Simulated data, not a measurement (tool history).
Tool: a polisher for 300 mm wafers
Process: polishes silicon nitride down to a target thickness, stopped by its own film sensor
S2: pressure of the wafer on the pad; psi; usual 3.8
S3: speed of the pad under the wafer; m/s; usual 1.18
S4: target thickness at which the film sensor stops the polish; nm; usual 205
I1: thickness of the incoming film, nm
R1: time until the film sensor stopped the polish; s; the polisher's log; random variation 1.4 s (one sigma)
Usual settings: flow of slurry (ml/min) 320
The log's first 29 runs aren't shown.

-- hour=396.6 slurry nozzle cleaned
run 30 hour=398.3 | flow_of_slurry_(ml/min)=320 S2=3.1 S3=1.54 S4=224 | I1=375.2 | R1=95.3
run 31 hour=405.4 | flow_of_slurry_(ml/min)=320 S2=3.8 S3=1.18 S4=205 | I1=371.8 | R1=95.7
run 32 hour=415 | flow_of_slurry_(ml/min)=320 S2=3.8 S3=0.96 S4=205 | I1=376.1 | R1=109.5
run 33 hour=423.9 | flow_of_slurry_(ml/min)=235 S2=4.6 S3=0.8 S4=260 | I1=366.8 | R1=62.3
run 34 hour=438.2 | flow_of_slurry_(ml/min)=235 S2=2.6 S3=1.34 S4=238 | I1=367.8 | R1=111.4
run 35 hour=454.1 | flow_of_slurry_(ml/min)=320 S2=3.8 S3=1.18 S4=205 | I1=364.5 | R1=95.6
-- hour=463.8 worn pad replaced by a new one
run 36 hour=500.4 | flow_of_slurry_(ml/min)=320 S2=3.8 S3=1.18 S4=205 | I1=367.9 | R1=92.5
run 37 hour=510.9 | flow_of_slurry_(ml/min)=320 S2=3.8 S3=0.8 S4=205 | I1=374.2 | R1=112.5

4 ways to go on from here, each from the tool as it stands after run 37. What would each give?
run A hour=511.3 | flow_of_slurry_(ml/min)=320 S2=3.8 S3=1.18 S4=205 | I1=364.5 | R1=?
run B hour=511.3 | flow_of_slurry_(ml/min)=320 S2=4.8 S3=1.18 S4=220 | I1=364.5 | R1=?
run C hour=511.3 | flow_of_slurry_(ml/min)=320 S2=3.5 S3=1.18 S4=221 | I1=364.5 | R1=?
run D hour=511.3 | flow_of_slurry_(ml/min)=320 S2=3.8 S3=0.98 S4=205 | I1=364.5 | R1=?

run=A R1=91.7
run=B R1=65.8
run=C R1=89.6
run=D R1=98.9
Without the tool's hidden state the same runs would have given:
run=A R1=84.5
run=B R1=60.6
run=C R1=82.5
run=D R1=91.1
